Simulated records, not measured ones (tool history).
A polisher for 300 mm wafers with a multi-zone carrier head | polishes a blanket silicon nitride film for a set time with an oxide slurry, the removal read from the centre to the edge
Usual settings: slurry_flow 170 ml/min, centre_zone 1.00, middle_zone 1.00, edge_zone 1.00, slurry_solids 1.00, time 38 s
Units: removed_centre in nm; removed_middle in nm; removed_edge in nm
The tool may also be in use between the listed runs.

run    hour  slurry_flow  centre_zone  middle_zone  edge_zone  slurry_solids  time  incoming thickness of the incoming film, nm  removed_centre  removed_middle  removed_edge
  1     0.0          170         1.00         1.00       1.00           1.00    38                                        535.3            31.6            34.3          33.0
  2    56.2          170         1.00         1.00       1.00           1.00    28                                        534.2            22.4            25.3          24.5
       70.4  -- worn pad replaced by a new one
       95.5  -- centre zone pressure recalibrated
  3   119.9          170         1.00         1.00       1.00           1.00    28                                        533.6            21.5            25.0          24.5
  4   171.9          170         1.00         1.00       1.00           1.00    38                                        522.0            29.2            34.6          33.2
  5   236.9          170         1.00         1.00       1.00           1.00    38                                        530.6            29.1            34.2          33.0
      299.2  -- slurry nozzle cleaned
  6   301.7          170         1.00         1.00       1.00           1.00    38                                        525.9            28.8            34.9          33.0
      344.7  -- centre zone pressure recalibrated, repeated, since the last time left the tool worse
  7   345.2          170         0.95         1.00       0.97           1.00    38                                        527.8            31.9            34.5          32.7
      353.8  -- worn pad replaced by a new one
      393.0  -- carrier head's membrane replaced by a new one
  8   393.5          170         1.00         1.11       1.00           1.00    38                                        530.7            33.9            37.3          32.7
  9   419.2          170         1.00         1.00       0.90           1.00    45                                        531.3            40.2            40.6          37.0
 10   475.5          170         1.08         1.00       1.00           1.15    38                                        536.0            39.1            37.3          36.5
 11   535.5          205         1.00         1.00       0.95           0.75    42                                        532.9            28.0            29.2          27.1
 12   575.0          170         1.00         1.04       1.00           1.00    38                                        528.3            33.1            35.4          33.0
      594.1  -- edge zone pressure recalibrated
      642.1  -- worn pad replaced by a new one
 13   642.6          220         1.11         1.05       1.00           1.25    38                                        537.3            44.4            42.8          39.1
 14   670.9          170         1.00         1.00       1.00           1.00    38                                        527.4            33.1            34.2          32.7
      677.4  -- slurry nozzle cleaned
 15   720.5          170         1.00         1.00       1.00           1.00    38                                        523.3            32.6            34.9          32.8
 16   777.6          170         1.00         1.00       1.00           1.00    38                                        534.0            31.9            34.0          33.0
 17   833.2          170         1.00         1.00       0.95           0.85    42                                        520.0            31.2            32.6          30.8
 18   889.3          170         1.00         1.00       0.90           1.00    38                                        531.1            32.4            34.3          32.1
 19   923.7          170         1.00         0.96       1.00           1.00    38                                        530.3            31.5            33.4          32.6
      948.1  -- worn pad replaced by a new one
      973.4  -- centre zone pressure recalibrated
 20   984.3          220         1.11         1.05       1.00           1.25    38                                        535.5            43.9            42.4          38.9
 21  1013.7          170         0.97         1.00       1.00           1.00    38                                        530.8            31.7            35.2          33.0
 22  1067.3          170         1.00         1.08       1.00           1.30    38                                        538.6            37.8            43.5          39.0

3 ways to go on from here, each from the tool as it stands after run 22. What would each give?
  A  1067.7          170         1.00         1.00       1.00           1.00    38                                        533.5               ?               ?             ?
  B  1067.7          115         1.00         1.00       0.93           1.00    38                                        533.5               ?               ?             ?
  C  1067.7          170         1.00         1.00       1.00           0.80    43                                        533.5               ?               ?             ?

run  removed_centre  removed_middle  removed_edge
  A            32.7            34.5          33.1
  B            29.9            31.9          30.4
  C            30.0            31.6          30.3
Without the tool's hidden state the same runs would have given:
run  removed_centre  removed_middle  removed_edge
  A            33.2            34.5          33.1
  B            30.4            31.9          30.4
  C            30.4            31.6          30.3

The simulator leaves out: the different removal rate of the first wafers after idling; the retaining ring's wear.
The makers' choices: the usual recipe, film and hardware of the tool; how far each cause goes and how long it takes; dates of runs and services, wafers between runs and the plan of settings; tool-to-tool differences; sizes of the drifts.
